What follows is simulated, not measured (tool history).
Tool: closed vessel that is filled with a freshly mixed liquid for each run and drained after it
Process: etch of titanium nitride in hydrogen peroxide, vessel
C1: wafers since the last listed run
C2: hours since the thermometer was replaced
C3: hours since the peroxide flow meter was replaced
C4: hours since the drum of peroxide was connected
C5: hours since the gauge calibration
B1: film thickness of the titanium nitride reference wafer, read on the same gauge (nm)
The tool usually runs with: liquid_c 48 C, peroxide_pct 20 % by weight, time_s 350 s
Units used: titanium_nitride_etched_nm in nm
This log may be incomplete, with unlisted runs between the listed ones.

Run 1, hour 0: usual settings but liquid_c 55.5 C; C1 0; C2 2468.2; C3 823.9; C4 1407.5; C5 534; B1 39.95. Result: titanium_nitride_etched_nm 29.83 nm.
Run 2, hour 39.2: usual settings but liquid_c 55.5 C; C1 4177; C2 2507.4; C3 863.1; C4 1446.7; C5 573.2; B1 40.01. Result: titanium_nitride_etched_nm 29.28 nm.
At hour 52.1: peroxide flow meter replaced.
Run 3, hour 56: usual settings; C1 1683; C2 2524.2; C3 3.9; C4 1463.5; C5 590; B1 39.99. Result: titanium_nitride_etched_nm 17.71 nm.
Run 4, hour 68: usual settings; C1 1278; C2 2536.2; C3 15.9; C4 1475.5; C5 602; B1 39.99. Result: titanium_nitride_etched_nm 17.72 nm.
Run 5, hour 77.1: usual settings; C1 969; C2 2545.3; C3 25; C4 1484.6; C5 611.1; B1 40.01. Result: titanium_nitride_etched_nm 17.55 nm.
Run 6, hour 94.7: usual settings but peroxide_pct 23.5 % by weight; C1 1875; C2 2562.9; C3 42.6; C4 1502.2; C5 628.7; B1 40.03. Result: titanium_nitride_etched_nm 18.15 nm.
Run 7, hour 103.7: usual settings; C1 959; C2 2571.9; C3 51.6; C4 1511.2; C5 637.7; B1 39.99. Result: titanium_nitride_etched_nm 17.43 nm.
At hour 113.3: thermometer replaced.
Run 8, hour 115.1: usual settings; C1 1108; C2 1.8; C3 63; C4 1522.6; C5 649.1; B1 39.99. Result: titanium_nitride_etched_nm 17.17 nm.
Run 9, hour 132.2: usual settings but liquid_c 40 C, peroxide_pct 17.5 % by weight, time_s 485 s; C1 1822; C2 18.9; C3 80.1; C4 1539.7; C5 666.2; B1 40. Result: titanium_nitride_etched_nm 13.05 nm.
Run 10, hour 149.9: usual settings but liquid_c 54.5 C, time_s 425 s; C1 1886; C2 36.6; C3 97.8; C4 1557.4; C5 683.9; B1 39.98. Result: titanium_nitride_etched_nm 33.44 nm.
At hour 152.2: new drum of peroxide connected.
Run 11, hour 157.1: usual settings but liquid_c 53.5 C, peroxide_pct 15 % by weight, time_s 155 s; C1 660; C2 43.8; C3 105; C4 4.9; C5 691.1; B1 39.97. Result: titanium_nitride_etched_nm 10.75 nm.
Run 12, hour 169.7: usual settings but liquid_c 54 C; C1 1342; C2 56.4; C3 117.6; C4 17.5; C5 703.7; B1 39.97. Result: titanium_nitride_etched_nm 27.14 nm.
At hour 170.7: gauge calibrated.
Run 13, hour 177.9: usual settings but peroxide_pct 23 % by weight; C1 873; C2 64.6; C3 125.8; C4 25.7; C5 7.2; B1 40.02. Result: titanium_nitride_etched_nm 17.89 nm.
Run 14, hour 192.6: usual settings but peroxide_pct 24.5 % by weight; C1 1566; C2 79.3; C3 140.5; C4 40.4; C5 21.9; B1 40.01. Result: titanium_nitride_etched_nm 18.65 nm.
Run 15, hour 224.5: usual settings but liquid_c 40.5 C, peroxide_pct 24.5 % by weight; C1 3399; C2 111.2; C3 172.4; C4 72.3; C5 53.8; B1 40.02. Result: titanium_nitride_etched_nm 10.32 nm.
Run 16, hour 237.3: usual settings but liquid_c 39.5 C, time_s 420 s; C1 1364; C2 124; C3 185.2; C4 85.1; C5 66.6; B1 40.01. Result: titanium_nitride_etched_nm 10.96 nm.
Run 17, hour 254.4: usual settings but liquid_c 38 C, peroxide_pct 16.5 % by weight, time_s 455 s; C1 1822; C2 141.1; C3 202.3; C4 102.2; C5 83.7; B1 39.99. Result: titanium_nitride_etched_nm 10.16 nm.
Run 18, hour 270.5: usual settings; C1 1715; C2 157.2; C3 218.4; C4 118.3; C5 99.8; B1 39.98. Result: titanium_nitride_etched_nm 17.4 nm.
Run 19, hour 277.5: usual settings; C1 746; C2 164.2; C3 225.4; C4 125.3; C5 106.8; B1 39.99. Result: titanium_nitride_etched_nm 17.39 nm.
Run 20, hour 294.5: usual settings; C1 1811; C2 181.2; C3 242.4; C4 142.3; C5 123.8; B1 39.97. Result: titanium_nitride_etched_nm 17.64 nm.
Run 21, hour 307.1: usual settings but liquid_c 43 C, peroxide_pct 18 % by weight, time_s 290 s; C1 1342; C2 193.8; C3 255; C4 154.9; C5 136.4; B1 39.97. Result: titanium_nitride_etched_nm 9.6 nm.
Run 22, hour 317.2: usual settings but peroxide_pct 24 % by weight, time_s 485 s; C1 1076; C2 203.9; C3 265.1; C4 165; C5 146.5; B1 39.98. Result: titanium_nitride_etched_nm 25.06 nm.
Run 23, hour 334.7: usual settings but liquid_c 52.5 C, peroxide_pct 25.5 % by weight, time_s 205 s; C1 1865; C2 221.4; C3 282.6; C4 182.5; C5 164; B1 39.96. Result: titanium_nitride_etched_nm 14.76 nm.
Run 24, hour 345.7: usual settings but liquid_c 41 C, peroxide_pct 23.5 % by weight; C1 1172; C2 232.4; C3 293.6; C4 193.5; C5 175; B1 40. Result: titanium_nitride_etched_nm 10.76 nm.
Run 25, hour 359.5: usual settings; C1 1470; C2 246.2; C3 307.4; C4 207.3; C5 188.8; B1 40. Result: titanium_nitride_etched_nm 17.57 nm.
Run 26, hour 369.4: usual settings but liquid_c 39.5 C, peroxide_pct 15.5 % by weight, time_s 205 s; C1 1055; C2 256.1; C3 317.3; C4 217.2; C5 198.7; B1 40. Result: titanium_nitride_etched_nm 5.15 nm.
Run 27, hour 378.5: usual settings but liquid_c 52 C, time_s 550 s; C1 969; C2 265.2; C3 326.4; C4 226.3; C5 207.8; B1 40.04. Result: titanium_nitride_etched_nm 37.03 nm.
Run 28, hour 394.2: usual settings but peroxide_pct 23 % by weight; C1 1673; C2 280.9; C3 342.1; C4 242; C5 223.5; B1 40.01. Result: titanium_nitride_etched_nm 18.07 nm.
Run 29, hour 409.1: usual settings but liquid_c 52 C, peroxide_pct 22.5 % by weight, time_s 280 s; C1 1587; C2 295.8; C3 357; C4 256.9; C5 238.4; B1 39.98. Result: titanium_nitride_etched_nm 19.55 nm.

Each row is a separate what-if for the run after 29, all from the same tool condition, not one after another. Results?
Run A, hour 409.8: usual settings; C1 74; C2 296.5; C3 357.7; C4 257.6; C5 239.1; B1 ?. Result: titanium_nitride_etched_nm ?.
Run B, hour 409.8: usual settings but liquid_c 52 C, peroxide_pct 17 % by weight, time_s 465 s; C1 74; C2 296.5; C3 357.7; C4 257.6; C5 239.1; B1 ?. Result: titanium_nitride_etched_nm ?.
Run C, hour 409.8: usual settings but liquid_c 55.5 C, peroxide_pct 21.5 % by weight, time_s 260 s; C1 74; C2 296.5; C3 357.7; C4 257.6; C5 239.1; B1 ?. Result: titanium_nitride_etched_nm ?.
Run D, hour 409.8: usual settings but liquid_c 40.5 C, peroxide_pct 24 % by weight, time_s 205 s; C1 74; C2 296.5; C3 357.7; C4 257.6; C5 239.1; B1 ?. Result: titanium_nitride_etched_nm ?.

run     B1  titanium_nitride_etched_nm
  A  39.97                       17.49
  B  39.97                       29.97
  C  39.97                       22.56
  D  39.97                        6.08
Take away the tool's hidden state, keep each run's random variation, and the runs would have read:
run  titanium_nitride_etched_nm
  A                       17.49
  B                       29.97
  C                       22.56
  D                        6.08
